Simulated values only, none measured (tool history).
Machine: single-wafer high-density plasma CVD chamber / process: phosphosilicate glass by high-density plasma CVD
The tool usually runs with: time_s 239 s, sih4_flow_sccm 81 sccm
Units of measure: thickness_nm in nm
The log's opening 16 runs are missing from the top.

run,hour,time_s,sih4_flow_sccm,"read-back reference wafer on the same gauge, thickness_nm",thickness_nm
17,778.1,269,75,2079.476,2005.831
18,831.2,269,75,2079.072,1993.127
19,893.8,215,81,2078.968,1732.356
20,948.9,211,74,2083.880,1560.603
# hour 968.7: gauge calibrated
21,1019.1,239,81,2081.289,1942.679
22,1078.2,196,81,2078.915,1613.821
23,1140.1,239,81,2081.029,1976.728
24,1200.7,278,86,2080.447,2429.627
25,1245.9,283,94,2078.216,2703.030
26,1301.3,218,77,2080.638,1699.673
27,1331.8,203,95,2076.618,1962.581
28,1357.7,239,81,2085.146,1970.285
29,1426.7,239,81,2082.177,1972.364
30,1497.1,202,81,2077.586,1646.730
31,1648.1,208,76,2076.497,1616.831
32,1807.6,207,68,2080.745,1453.469
33,1871.8,239,81,2081.628,2014.021
34,1928.7,282,66,2075.375,1934.918
35,1997.4,259,81,2074.762,2168.322
36,2060.0,239,81,2081.138,1980.253
37,2126.5,257,97,2082.034,2583.614
38,2190.1,204,93,2079.748,1958.451

3 ways to go on from here, each from the tool as it stands after run 38. What would each give?
A,2190.6,239,81,?,?
B,2190.6,256,88,?,?
C,2190.6,217,81,?,?

run,"read-back reference wafer on the same gauge, thickness_nm",thickness_nm
A,2079.888,2005.621
B,2079.888,2333.934
C,2079.888,1821.003
With the hidden condition removed and each run's random variation left untouched, the same runs would have given:
run,thickness_nm
A,1930.192
B,2246.158
C,1752.518
